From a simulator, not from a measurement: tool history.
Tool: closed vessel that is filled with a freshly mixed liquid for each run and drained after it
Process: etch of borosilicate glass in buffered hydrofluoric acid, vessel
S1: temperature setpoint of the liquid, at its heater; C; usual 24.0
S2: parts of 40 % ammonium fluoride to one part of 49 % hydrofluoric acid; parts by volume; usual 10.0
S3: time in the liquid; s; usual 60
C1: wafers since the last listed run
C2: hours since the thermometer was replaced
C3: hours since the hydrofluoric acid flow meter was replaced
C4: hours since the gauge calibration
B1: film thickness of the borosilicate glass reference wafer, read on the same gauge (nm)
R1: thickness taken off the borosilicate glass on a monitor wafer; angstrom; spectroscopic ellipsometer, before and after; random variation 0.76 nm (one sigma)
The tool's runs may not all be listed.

| run | hour | S1 | S2 | S3 | C1 | C2 | C3 | C4 | B1 | R1 |
|---|---|---|---|---|---|---|---|---|---|---|
| 1 | 0.0 | 24.0 | 10.0 | 60 | 0 | 218.5 | 631.9 | 1021.4 | 99.98 | 878.2 |
| 2 | 76.0 | 24.0 | 10.0 | 60 | 6872 | 294.5 | 707.9 | 1097.4 | 100.01 | 879.1 |
| 3 | 140.3 | 21.5 | 10.0 | 60 | 5814 | 358.8 | 772.2 | 1161.7 | 99.97 | 756.2 |
| 4 | 217.6 | 24.0 | 10.0 | 45 | 6989 | 436.1 | 849.5 | 1239.0 | 100.00 | 660.0 |
| 5 | 299.7 | 24.0 | 10.0 | 45 | 7424 | 518.2 | 931.6 | 1321.1 | 100.02 | 663.0 |
| 6 | 399.4 | 24.0 | 10.0 | 45 | 9015 | 617.9 | 1031.3 | 1420.8 | 100.03 | 671.5 |
| 7 | 490.8 | 20.0 | 10.0 | 60 | 8265 | 709.3 | 1122.7 | 1512.2 | 99.98 | 719.6 |
|  | 601.2 | thermometer replaced |
| 8 | 804.1 | 20.0 | 10.0 | 60 | 28240 | 202.9 | 1436.0 | 1825.5 | 100.00 | 729.2 |
| 9 | 912.0 | 20.0 | 10.0 | 60 | 9757 | 310.8 | 1543.9 | 1933.4 | 100.00 | 734.5 |
| 10 | 984.8 | 24.0 | 10.0 | 60 | 6583 | 383.6 | 1616.7 | 2006.2 | 100.00 | 921.3 |
|  | 1015.2 | gauge calibrated |
|  | 1121.6 | hydrofluoric acid flow meter replaced |
| 11 | 1169.6 | 28.5 | 10.0 | 30 | 16620 | 568.4 | 48.0 | 154.4 | 100.02 | 539.8 |
| 12 | 1241.4 | 24.0 | 10.0 | 60 | 6492 | 640.2 | 119.8 | 226.2 | 100.02 | 846.7 |
| 13 | 1331.6 | 24.0 | 10.0 | 60 | 8156 | 730.4 | 210.0 | 316.4 | 99.98 | 862.3 |
|  | 1354.2 | thermometer replaced |
| 14 | 1429.8 | 26.5 | 9.0 | 30 | 8789 | 75.6 | 308.2 | 414.6 | 100.00 | 527.2 |
| 15 | 1487.6 | 26.0 | 9.0 | 45 | 5226 | 133.4 | 366.0 | 472.4 | 100.00 | 770.2 |
| 16 | 1530.3 | 19.0 | 13.5 | 30 | 3861 | 176.1 | 408.7 | 515.1 | 99.99 | 247.6 |
| 17 | 1588.8 | 19.5 | 12.5 | 60 | 5289 | 234.6 | 467.2 | 573.6 | 100.02 | 547.3 |
| 18 | 1741.2 | 26.5 | 7.0 | 35 | 13781 | 387.0 | 619.6 | 726.0 | 100.03 | 817.5 |

Forecast each of these 5 alternatives for the next run:
| A | 1741.9 | 24.0 | 13.5 | 60 | 63 | 387.7 | 620.3 | 726.7 | ? | ? |
| B | 1741.9 | 21.0 | 11.5 | 60 | 63 | 387.7 | 620.3 | 726.7 | ? | ? |
| C | 1741.9 | 24.0 | 10.0 | 50 | 63 | 387.7 | 620.3 | 726.7 | ? | ? |
| D | 1741.9 | 26.5 | 13.5 | 70 | 63 | 387.7 | 620.3 | 726.7 | ? | ? |
| E | 1741.9 | 27.5 | 9.0 | 80 | 63 | 387.7 | 620.3 | 726.7 | ? | ? |

| run | B1 | R1 |
|---|---|---|
| A | 100.01 | 660.5 |
| B | 100.01 | 658.1 |
| C | 100.01 | 727.8 |
| D | 100.01 | 880.1 |
| E | 100.01 | 1533.4 |
Without the tool's hidden state the same runs would have given:
| run | R1 |
|---|---|
| A | 629.3 |
| B | 627.1 |
| C | 705.3 |
| D | 838.7 |
| E | 1453.1 |

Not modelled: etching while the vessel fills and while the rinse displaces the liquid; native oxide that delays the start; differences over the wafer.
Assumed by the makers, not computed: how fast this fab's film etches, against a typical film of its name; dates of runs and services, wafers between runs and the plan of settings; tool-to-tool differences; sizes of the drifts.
